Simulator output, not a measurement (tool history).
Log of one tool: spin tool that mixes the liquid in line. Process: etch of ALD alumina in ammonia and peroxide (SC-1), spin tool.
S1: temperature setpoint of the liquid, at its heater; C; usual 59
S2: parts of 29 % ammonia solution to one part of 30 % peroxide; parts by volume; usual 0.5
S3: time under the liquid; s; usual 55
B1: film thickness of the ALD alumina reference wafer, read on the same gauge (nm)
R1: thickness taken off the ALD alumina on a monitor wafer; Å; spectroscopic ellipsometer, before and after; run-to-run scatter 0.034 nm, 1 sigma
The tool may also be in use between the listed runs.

run	day	S1	S2	S3	B1	R1
1	0	51	0.5	55	109.98	31.8
# day 0.421: gauge calibrated
2	12.904	59	0.5	55	110	47.9
3	16.388	67.5	0.25	65	110	82.4
# day 18.379: new drum of ammonia solution connected
4	20.708	59	0.5	55	109.98	48.3
5	23.021	59	0.75	55	109.99	50.1
6	26.688	66	0.65	65	110.04	81.3
7	30.388	59	0.5	55	109.98	47.4
# day 32.238: heated supply line repaired
# day 33.371: ammonia flow meter replaced
8	33.458	53.5	0.3	85	110	54.7
9	37.796	59	0.5	55	109.98	50.3
10	39.754	64	0.35	55	109.98	61.5
11	43.608	59	0.75	55	110.01	51.2
12	49.283	68	0.65	80	110	115.7
13	52.512	59	0.5	40	109.99	35.7
# day 55.2: new drum of ammonia solution connected
14	56.104	54.5	0.6	65	109.99	46.7
15	57.904	63.5	0.3	40	109.99	43.1
16	59.612	59	0.5	55	109.97	49
17	70.221	54	0.55	90	110.02	62.2
18	74.6	59	0.5	40	110.04	35.2
19	76.788	67.5	0.6	45	109.98	61.5
20	80.079	68	0.4	55	110.02	73.8
21	82.079	59	0.5	55	110.05	48.1
22	83.704	59	0.5	55	110	48
23	86.142	68.5	0.5	35	109.97	49.6
# day 86.246: thermometer replaced
24	88.508	59	0.5	55	110	47.4
# day 89.225: new drum of ammonia solution connected
# day 89.471: heated supply line repaired
25	92.133	53.5	0.5	55	109.99	37.5
26	96.158	55	0.45	25	110.05	18.1

Branching from run 26: 3 alternative next runs. What would each branch give?
A	96.175	59	0.5	55	?	?
B	96.175	59	0.35	80	?	?
C	96.175	55.5	0.5	80	?	?

run	B1	R1
A	110.02	49.9
B	110.02	70.1
C	110.02	60.4
Without the tool's hidden state the same runs would have given:
run	R1
A	50.5
B	71
C	61.2
